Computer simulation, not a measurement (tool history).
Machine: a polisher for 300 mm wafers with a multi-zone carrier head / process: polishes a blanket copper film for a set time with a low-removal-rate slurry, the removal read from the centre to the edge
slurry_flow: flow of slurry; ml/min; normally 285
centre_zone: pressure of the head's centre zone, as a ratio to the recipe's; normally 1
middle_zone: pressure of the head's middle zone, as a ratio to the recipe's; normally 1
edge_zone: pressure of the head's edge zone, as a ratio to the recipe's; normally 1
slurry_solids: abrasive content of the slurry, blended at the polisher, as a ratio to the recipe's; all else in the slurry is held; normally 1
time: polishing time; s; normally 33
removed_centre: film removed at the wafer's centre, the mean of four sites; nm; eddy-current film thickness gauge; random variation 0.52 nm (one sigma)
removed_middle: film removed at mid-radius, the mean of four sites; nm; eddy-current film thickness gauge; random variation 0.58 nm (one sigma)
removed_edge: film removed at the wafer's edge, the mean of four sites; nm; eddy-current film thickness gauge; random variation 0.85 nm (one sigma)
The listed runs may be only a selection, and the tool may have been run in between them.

| run | hour | slurry_flow | centre_zone | middle_zone | edge_zone | slurry_solids | time | incoming thickness of the incoming film, nm | removed_centre | removed_middle | removed_edge |
|---|---|---|---|---|---|---|---|---|---|---|---|
| 1 | 0 | 285 | 1 | 1 | 1 | 1 | 33 | 1111.3 | 68.5 | 70.3 | 66.9 |
| 2 | 62.6 | 285 | 1 | 1 | 1 | 1 | 33 | 1083.9 | 69.2 | 68.9 | 68 |
| 3 | 98.2 | 285 | 1 | 1 | 1 | 1 | 33 | 1106.7 | 69.6 | 70.1 | 66.4 |
| 4 | 122.9 | 285 | 1 | 1 | 1 | 1 | 33 | 1112.4 | 69.9 | 68.9 | 68.2 |
| 5 | 192.1 | 285 | 1 | 1 | 1 | 1 | 33 | 1118.1 | 70.1 | 69.8 | 66.9 |
| 6 | 228.6 | 245 | 1 | 1 | 1 | 1 | 33 | 1100.9 | 69.3 | 68.1 | 67.1 |
| 7 | 259.8 | 285 | 1 | 1 | 0.91 | 1 | 33 | 1105.9 | 70.6 | 70 | 64.6 |
| 8 | 321.1 | 285 | 1 | 1 | 1 | 1 | 33 | 1092.1 | 71.9 | 69.1 | 67.4 |
| 9 | 383.9 | 285 | 1 | 1 | 0.93 | 0.75 | 33 | 1124.9 | 64.7 | 66.8 | 62.9 |
| 10 | 412 | 285 | 1 | 1 | 1 | 1 | 22 | 1113.3 | 45.6 | 46.1 | 44.7 |
| 11 | 454.4 | 285 | 1 | 1 | 1 | 1 | 33 | 1125.9 | 67.7 | 68.3 | 67.4 |
| 12 | 480.5 | 285 | 1 | 1 | 1 | 1 | 33 | 1107.3 | 68.2 | 69.6 | 68.5 |
| 13 | 544.5 | 285 | 1 | 1 | 1 | 1 | 33 | 1087.8 | 68.3 | 68.7 | 67.3 |
| 14 | 574.6 | 285 | 1 | 1 | 0.95 | 1 | 33 | 1094.4 | 68.8 | 69.3 | 67.5 |
| 15 | 624.6 | 285 | 1.08 | 1.04 | 1.06 | 1 | 28 | 1102.8 | 63.6 | 60.5 | 57.9 |
| 16 | 649.3 | 285 | 1 | 1 | 1 | 0.7 | 33 | 1117.1 | 65.1 | 66 | 63.5 |

Missing from the log above: 9 entries noted between runs. For each, name the pair of listed runs it sits between and say how the tool's hidden condition differs from the listed run just before to the listed run just after:
After run 2, before run 3: worn pad replaced by a new one (hour 97.7)
  deviation of the centre zone's pressure from its setpoint, %: 2.94 -> 3.53
  measured minus no-state result, removed_centre: +1.6 -> +1.9 nm
After run 5, before run 6: worn pad replaced by a new one (hour 227.4)
  deviation of the centre zone's pressure from its setpoint, %: 5.42 -> 6.3
  measured minus no-state result, removed_centre: +3 -> +3.4 nm
After run 8, before run 9: carrier head's membrane replaced by a new one (hour 331.9); centre zone pressure recalibrated (hour 348.5); slurry nozzle cleaned (hour 354.8); worn pad replaced by a new one (hour 358.7)
  deviation of the centre zone's pressure from its setpoint, %: 8.86 -> 1.21
  measured minus no-state result, removed_centre: +4.9 -> +0.7 nm
After run 10, before run 11: edge zone pressure recalibrated (hour 453.1)
  deviation of the centre zone's pressure from its setpoint, %: 1.29 -> 1.49
  measured minus no-state result, removed_centre: +0.5 -> +0.8 nm
After run 12, before run 13: worn pad replaced by a new one (hour 485.7)
  deviation of the centre zone's pressure from its setpoint, %: 1.68 -> 2.28
  measured minus no-state result, removed_centre: +1 -> +1.3 nm
After run 14, before run 15: worn pad replaced by a new one (hour 624.1)
  deviation of the centre zone's pressure from its setpoint, %: 2.65 -> 3.38
  measured minus no-state result, removed_centre: +1.4 -> +1.7 nm
